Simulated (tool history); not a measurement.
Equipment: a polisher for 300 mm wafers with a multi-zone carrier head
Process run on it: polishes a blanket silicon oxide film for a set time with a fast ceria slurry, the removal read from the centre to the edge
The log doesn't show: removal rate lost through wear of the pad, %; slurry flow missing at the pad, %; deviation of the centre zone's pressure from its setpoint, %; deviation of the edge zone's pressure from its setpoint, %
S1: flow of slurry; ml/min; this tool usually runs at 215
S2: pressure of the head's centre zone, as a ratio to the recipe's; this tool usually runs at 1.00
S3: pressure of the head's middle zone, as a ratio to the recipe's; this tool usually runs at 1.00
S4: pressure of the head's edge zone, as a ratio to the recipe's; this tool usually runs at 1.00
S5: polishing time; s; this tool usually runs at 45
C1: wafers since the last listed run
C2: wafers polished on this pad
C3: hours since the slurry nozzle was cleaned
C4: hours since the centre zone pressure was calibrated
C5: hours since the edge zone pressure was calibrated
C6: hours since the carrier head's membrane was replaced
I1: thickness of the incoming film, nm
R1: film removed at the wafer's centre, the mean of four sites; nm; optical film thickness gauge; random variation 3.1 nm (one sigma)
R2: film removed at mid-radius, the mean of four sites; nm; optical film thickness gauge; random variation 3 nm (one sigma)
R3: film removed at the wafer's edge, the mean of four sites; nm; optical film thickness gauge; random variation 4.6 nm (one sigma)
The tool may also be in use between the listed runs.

run 1 hour=0.0 | S1=215 S2=1.00 S3=1.00 S4=1.00 S5=45 | C1=0 C2=1337 C3=319.4 C4=523.2 C5=95.3 C6=107.6 | I1=1695.5 | R1=338.3 R2=329.8 R3=333.5
-- hour=16.3 worn pad replaced by a new one
run 2 hour=24.6 | S1=215 S2=1.00 S3=1.00 S4=1.00 S5=45 | C1=134 C2=54 C3=344.0 C4=547.8 C5=119.9 C6=132.2 | I1=1717.3 | R1=367.0 R2=361.9 R3=366.6
-- hour=32.6 centre zone pressure recalibrated
-- hour=75.9 slurry nozzle cleaned
run 3 hour=76.4 | S1=215 S2=1.00 S3=1.00 S4=1.00 S5=53 | C1=318 C2=372 C3=0.5 C4=43.8 C5=171.7 C6=184.0 | I1=1677.2 | R1=421.0 R2=405.3 R3=414.8
run 4 hour=101.1 | S1=215 S2=1.00 S3=1.00 S4=1.00 S5=45 | C1=160 C2=533 C3=25.2 C4=68.5 C5=196.4 C6=208.7 | I1=1726.6 | R1=345.6 R2=348.7 R3=349.2
run 5 hour=114.2 | S1=215 S2=1.00 S3=1.00 S4=1.00 S5=45 | C1=85 C2=618 C3=38.3 C4=81.6 C5=209.5 C6=221.8 | I1=1688.2 | R1=349.2 R2=338.3 R3=344.0
run 6 hour=210.0 | S1=215 S2=1.00 S3=1.00 S4=1.00 S5=45 | C1=624 C2=1243 C3=134.1 C4=177.4 C5=305.3 C6=317.6 | I1=1699.5 | R1=336.4 R2=335.8 R3=336.6
-- hour=225.7 worn pad replaced by a new one
run 7 hour=226.2 | S1=150 S2=1.00 S3=1.03 S4=1.10 S5=37 | C1=79 C2=3 C3=150.3 C4=193.6 C5=321.5 C6=333.8 | I1=1688.9 | R1=283.4 R2=281.9 R3=302.9
run 8 hour=241.9 | S1=215 S2=1.00 S3=1.00 S4=1.00 S5=45 | C1=102 C2=105 C3=166.0 C4=209.3 C5=337.2 C6=349.5 | I1=1713.3 | R1=355.9 R2=353.8 R3=360.7
run 9 hour=277.8 | S1=215 S2=1.00 S3=1.00 S4=1.00 S5=45 | C1=233 C2=339 C3=201.9 C4=245.2 C5=373.1 C6=385.4 | I1=1704.5 | R1=351.9 R2=340.4 R3=347.6
run 10 hour=312.7 | S1=175 S2=1.00 S3=1.04 S4=1.00 S5=36 | C1=227 C2=567 C3=236.8 C4=280.1 C5=408.0 C6=420.3 | I1=1728.4 | R1=266.6 R2=269.7 R3=267.6
run 11 hour=326.4 | S1=215 S2=1.00 S3=1.06 S4=1.00 S5=33 | C1=89 C2=656 C3=250.5 C4=293.8 C5=421.7 C6=434.0 | I1=1703.4 | R1=249.5 R2=257.7 R3=247.4
run 12 hour=361.9 | S1=215 S2=1.00 S3=1.00 S4=0.92 S5=53 | C1=231 C2=887 C3=286.0 C4=329.3 C5=457.2 C6=469.5 | I1=1705.3 | R1=399.4 R2=386.6 R3=380.9
-- hour=365.4 edge zone pressure recalibrated
-- hour=452.9 worn pad replaced by a new one
run 13 hour=468.2 | S1=215 S2=1.05 S3=0.90 S4=1.04 S5=55 | C1=653 C2=99 C3=392.3 C4=435.6 C5=102.8 C6=575.8 | I1=1684.8 | R1=467.2 R2=398.4 R3=447.8
run 14 hour=488.6 | S1=185 S2=1.00 S3=0.95 S4=0.92 S5=45 | C1=132 C2=232 C3=412.7 C4=456.0 C5=123.2 C6=596.2 | I1=1734.9 | R1=350.0 R2=322.4 R3=335.4
run 15 hour=503.0 | S1=215 S2=1.11 S3=1.00 S4=1.05 S5=45 | C1=93 C2=326 C3=427.1 C4=470.4 C5=137.6 C6=610.6 | I1=1709.3 | R1=395.8 R2=347.6 R3=357.3
-- hour=512.0 slurry nozzle cleaned
run 16 hour=516.9 | S1=285 S2=1.00 S3=1.00 S4=1.00 S5=45 | C1=84 C2=410 C3=4.9 C4=484.3 C5=151.5 C6=624.5 | I1=1700.3 | R1=370.7 R2=358.9 R3=347.9
-- hour=523.8 centre zone pressure recalibrated
run 17 hour=533.9 | S1=285 S2=1.00 S3=1.09 S4=1.05 S5=32 | C1=97 C2=508 C3=21.9 C4=10.1 C5=168.5 C6=641.5 | I1=1691.6 | R1=260.0 R2=270.7 R3=256.7
run 18 hour=549.1 | S1=215 S2=1.00 S3=1.00 S4=1.00 S5=45 | C1=99 C2=607 C3=37.1 C4=25.3 C5=183.7 C6=656.7 | I1=1690.8 | R1=348.9 R2=339.2 R3=343.0
run 19 hour=578.5 | S1=215 S2=1.00 S3=1.00 S4=0.96 S5=45 | C1=191 C2=799 C3=66.5 C4=54.7 C5=213.1 C6=686.1 | I1=1735.2 | R1=342.8 R2=332.0 R3=338.6
run 20 hour=607.3 | S1=215 S2=1.00 S3=1.00 S4=1.00 S5=45 | C1=187 C2=986 C3=95.3 C4=83.5 C5=241.9 C6=714.9 | I1=1673.3 | R1=342.7 R2=339.9 R3=343.1
run 21 hour=619.9 | S1=215 S2=1.00 S3=1.00 S4=1.00 S5=45 | C1=82 C2=1069 C3=107.9 C4=96.1 C5=254.5 C6=727.5 | I1=1695.6 | R1=345.2 R2=332.4 R3=348.6
run 22 hour=648.1 | S1=215 S2=1.09 S3=1.00 S4=1.00 S5=45 | C1=183 C2=1252 C3=136.1 C4=124.3 C5=282.7 C6=755.7 | I1=1708.8 | R1=372.0 R2=333.2 R3=346.2
run 23 hour=680.4 | S1=215 S2=1.04 S3=1.00 S4=1.11 S5=45 | C1=210 C2=1463 C3=168.4 C4=156.6 C5=315.0 C6=788.0 | I1=1672.4 | R1=346.5 R2=329.5 R3=363.2

3 options for the next run, each taken on its own from the tool as it stands now. Forecast them:
run A hour=680.8 | S1=250 S2=1.00 S3=1.00 S4=1.00 S5=45 | C1=2 C2=1465 C3=168.8 C4=157.0 C5=315.4 C6=788.4 | I1=1690.1 | R1=? R2=? R3=?
run B hour=680.8 | S1=215 S2=1.00 S3=1.00 S4=0.94 S5=40 | C1=2 C2=1465 C3=168.8 C4=157.0 C5=315.4 C6=788.4 | I1=1690.1 | R1=? R2=? R3=?
run C hour=680.8 | S1=215 S2=1.00 S3=1.08 S4=1.00 S5=45 | C1=2 C2=1465 C3=168.8 C4=157.0 C5=315.4 C6=788.4 | I1=1690.1 | R1=? R2=? R3=?

run=A R1=344.2 R2=342.8 R3=333.0
run=B R1=299.0 R2=298.5 R3=282.9
run=C R1=336.6 R2=358.5 R3=327.5
Had the tool no hidden state, the same runs would have come out as:
run=A R1=374.9 R2=373.4 R3=362.7
run=B R1=325.7 R2=325.1 R3=308.2
run=C R1=366.6 R2=390.4 R3=356.7
